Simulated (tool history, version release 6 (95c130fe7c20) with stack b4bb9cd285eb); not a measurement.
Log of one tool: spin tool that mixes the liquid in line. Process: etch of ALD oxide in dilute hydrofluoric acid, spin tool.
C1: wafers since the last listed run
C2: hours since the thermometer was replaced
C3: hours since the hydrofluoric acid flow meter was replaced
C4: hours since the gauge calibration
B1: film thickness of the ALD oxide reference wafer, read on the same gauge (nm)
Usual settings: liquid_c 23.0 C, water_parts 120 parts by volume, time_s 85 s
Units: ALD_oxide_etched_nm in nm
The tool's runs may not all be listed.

run 1 day=0.000 | liquid_c=23.0 water_parts=85 time_s=85 | C1=0 C2=2361.8 C3=1603.2 C4=140.0 | B1=130.03 | ALD_oxide_etched_nm=21.80
run 2 day=0.362 | liquid_c=23.0 water_parts=120 time_s=85 | C1=97 C2=2370.5 C3=1611.9 C4=148.7 | B1=129.98 | ALD_oxide_etched_nm=14.36
run 3 day=0.675 | liquid_c=23.0 water_parts=120 time_s=85 | C1=84 C2=2378.0 C3=1619.4 C4=156.2 | B1=130.01 | ALD_oxide_etched_nm=14.89
run 4 day=0.983 | liquid_c=19.5 water_parts=120 time_s=70 | C1=83 C2=2385.4 C3=1626.8 C4=163.6 | B1=129.97 | ALD_oxide_etched_nm=10.41
-- day=1.029 gauge calibrated
run 5 day=1.346 | liquid_c=19.5 water_parts=120 time_s=70 | C1=97 C2=2394.1 C3=1635.5 C4=7.6 | B1=130.03 | ALD_oxide_etched_nm=10.51
run 6 day=1.654 | liquid_c=19.5 water_parts=120 time_s=70 | C1=83 C2=2401.5 C3=1642.9 C4=15.0 | B1=129.94 | ALD_oxide_etched_nm=10.57
run 7 day=2.046 | liquid_c=26.0 water_parts=120 time_s=120 | C1=105 C2=2410.9 C3=1652.3 C4=24.4 | B1=129.94 | ALD_oxide_etched_nm=23.56
run 8 day=2.325 | liquid_c=26.0 water_parts=120 time_s=120 | C1=75 C2=2417.6 C3=1659.0 C4=31.1 | B1=130.00 | ALD_oxide_etched_nm=22.82
run 9 day=2.638 | liquid_c=26.0 water_parts=120 time_s=120 | C1=84 C2=2425.1 C3=1666.5 C4=38.6 | B1=130.02 | ALD_oxide_etched_nm=23.15
run 10 day=3.167 | liquid_c=23.0 water_parts=120 time_s=55 | C1=142 C2=2437.8 C3=1679.2 C4=51.3 | B1=129.95 | ALD_oxide_etched_nm=9.39
-- day=3.242 thermometer replaced
run 11 day=3.908 | liquid_c=23.0 water_parts=120 time_s=55 | C1=188 C2=16.0 C3=1697.0 C4=69.1 | B1=130.04 | ALD_oxide_etched_nm=9.44
-- day=4.192 hydrofluoric acid flow meter replaced
run 12 day=4.383 | liquid_c=23.0 water_parts=120 time_s=85 | C1=116 C2=27.4 C3=4.6 C4=80.5 | B1=130.02 | ALD_oxide_etched_nm=14.63
run 13 day=4.696 | liquid_c=23.0 water_parts=120 time_s=85 | C1=84 C2=34.9 C3=12.1 C4=88.0 | B1=129.98 | ALD_oxide_etched_nm=14.44
run 14 day=5.133 | liquid_c=23.0 water_parts=160 time_s=100 | C1=118 C2=45.4 C3=22.6 C4=98.5 | B1=129.96 | ALD_oxide_etched_nm=12.18
run 15 day=5.750 | liquid_c=23.0 water_parts=120 time_s=85 | C1=166 C2=60.2 C3=37.4 C4=113.3 | B1=130.05 | ALD_oxide_etched_nm=14.58
run 16 day=6.242 | liquid_c=19.0 water_parts=105 time_s=85 | C1=132 C2=72.0 C3=49.2 C4=125.1 | B1=129.94 | ALD_oxide_etched_nm=14.45
run 17 day=6.621 | liquid_c=26.0 water_parts=120 time_s=130 | C1=102 C2=81.1 C3=58.3 C4=134.2 | B1=130.04 | ALD_oxide_etched_nm=24.79
run 18 day=6.929 | liquid_c=20.5 water_parts=120 time_s=85 | C1=83 C2=88.5 C3=65.7 C4=141.6 | B1=129.98 | ALD_oxide_etched_nm=13.16
run 19 day=7.358 | liquid_c=25.5 water_parts=120 time_s=60 | C1=115 C2=98.8 C3=76.0 C4=151.9 | B1=130.00 | ALD_oxide_etched_nm=11.50
-- day=7.800 gauge calibrated
run 20 day=7.850 | liquid_c=23.0 water_parts=120 time_s=85 | C1=132 C2=110.6 C3=87.8 C4=1.2 | B1=130.01 | ALD_oxide_etched_nm=14.56
run 21 day=8.492 | liquid_c=23.0 water_parts=120 time_s=85 | C1=173 C2=126.0 C3=103.2 C4=16.6 | B1=130.01 | ALD_oxide_etched_nm=14.74
run 22 day=8.854 | liquid_c=21.5 water_parts=120 time_s=85 | C1=97 C2=134.7 C3=111.9 C4=25.3 | B1=129.98 | ALD_oxide_etched_nm=13.57
run 23 day=9.179 | liquid_c=18.5 water_parts=120 time_s=85 | C1=87 C2=142.5 C3=119.7 C4=33.1 | B1=130.03 | ALD_oxide_etched_nm=12.28
run 24 day=9.683 | liquid_c=20.0 water_parts=120 time_s=85 | C1=136 C2=154.6 C3=131.8 C4=45.2 | B1=130.00 | ALD_oxide_etched_nm=12.92
run 25 day=10.254 | liquid_c=19.5 water_parts=160 time_s=130 | C1=154 C2=168.3 C3=145.5 C4=58.9 | B1=130.01 | ALD_oxide_etched_nm=13.89

Forecast each of these 4 alternatives for the next run:
run A day=10.271 | liquid_c=24.5 water_parts=120 time_s=85 | C1=4 C2=168.7 C3=145.9 C4=59.3 | B1=? | ALD_oxide_etched_nm=?
run B day=10.271 | liquid_c=20.5 water_parts=95 time_s=70 | C1=4 C2=168.7 C3=145.9 C4=59.3 | B1=? | ALD_oxide_etched_nm=?
run C day=10.271 | liquid_c=23.0 water_parts=120 time_s=65 | C1=4 C2=168.7 C3=145.9 C4=59.3 | B1=? | ALD_oxide_etched_nm=?
run D day=10.271 | liquid_c=23.0 water_parts=100 time_s=85 | C1=4 C2=168.7 C3=145.9 C4=59.3 | B1=? | ALD_oxide_etched_nm=?

run=A B1=129.96 ALD_oxide_etched_nm=15.42
run=B B1=129.96 ALD_oxide_etched_nm=14.08
run=C B1=129.96 ALD_oxide_etched_nm=11.12
run=D B1=129.96 ALD_oxide_etched_nm=17.87
Without the tool's hidden state the same runs would have given:
run=A ALD_oxide_etched_nm=15.42
run=B ALD_oxide_etched_nm=14.08
run=C ALD_oxide_etched_nm=11.12
run=D ALD_oxide_etched_nm=17.87

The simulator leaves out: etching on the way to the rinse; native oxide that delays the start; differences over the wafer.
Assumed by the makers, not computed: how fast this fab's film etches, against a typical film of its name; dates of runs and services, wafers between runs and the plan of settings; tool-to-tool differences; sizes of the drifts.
